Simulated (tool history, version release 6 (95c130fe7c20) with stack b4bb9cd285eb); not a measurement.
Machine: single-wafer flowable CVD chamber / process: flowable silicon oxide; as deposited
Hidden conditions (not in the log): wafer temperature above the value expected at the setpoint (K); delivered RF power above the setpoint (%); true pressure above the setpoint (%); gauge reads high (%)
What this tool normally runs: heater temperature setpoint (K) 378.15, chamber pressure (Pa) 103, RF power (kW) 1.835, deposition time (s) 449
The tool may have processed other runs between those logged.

run     day  heater temperature setpoint (K)  chamber pressure (Pa)  RF power (kW)  deposition time (s)  wafers since the last listed run  hours since the last thermocouple change  hours since the last RF generator calibration  hours since the last manometer calibration  hours since the showerhead was replaced  hours since the gauge calibration  read-back reference wafer on the same gauge, thickness_nm  mean film thickness on the monitor wafer (Å)
  1       0                           378.15                    103          1.835                  449                                 0                                    2525.7                                          872.4                                      1648.5                                   3382.4                                429                                                    231.916                                        1930.8
  2   2.188                           378.15                    103          1.835                  449                               224                                    2578.2                                          924.9                                        1701                                   3434.9                              481.5                                                    231.941                                       1917.41
  3   3.488                           378.15                    103          1.835                  449                               133                                    2609.4                                          956.1                                      1732.2                                   3466.1                              512.7                                                    232.007                                       1915.55
  4   5.925                           378.15                    103          1.835                  449                               249                                    2667.9                                         1014.6                                      1790.7                                   3524.6                              571.2                                                    231.924                                        1924.6
  5   8.512                           378.15                    103          1.835                  449                               265                                      2730                                         1076.7                                      1852.8                                   3586.7                              633.3                                                    232.099                                       1912.36
        9.9  -- RF generator calibrated
  6   9.921                           378.15                    103          1.835                  449                               110                                    2763.8                                            0.5                                      1886.6                                   3620.5                              667.1                                                    232.001                                       1910.04
  7  11.658                           378.15                    103          1.835                  449                               177                                    2805.5                                           42.2                                      1928.3                                   3662.2                              708.8                                                    231.766                                       1905.47

For run 8, what comes out?
     12.375  -- capacitance manometer re-zeroed and calibrated
  8  12.754                           378.15                    103          1.835                  449                                78                                    2831.8                                           68.5                                         9.1                                   3688.5                              735.1                                                          ?                                             ?

Run 8 came out at read-back reference wafer on the same gauge, thickness_nm 232.082, mean film thickness on the monitor wafer (Å) 1893.51.
Were there no unlogged condition in the tool, this run, its random variation unchanged, would have produced mean film thickness on the monitor wafer (Å) 2162.38.
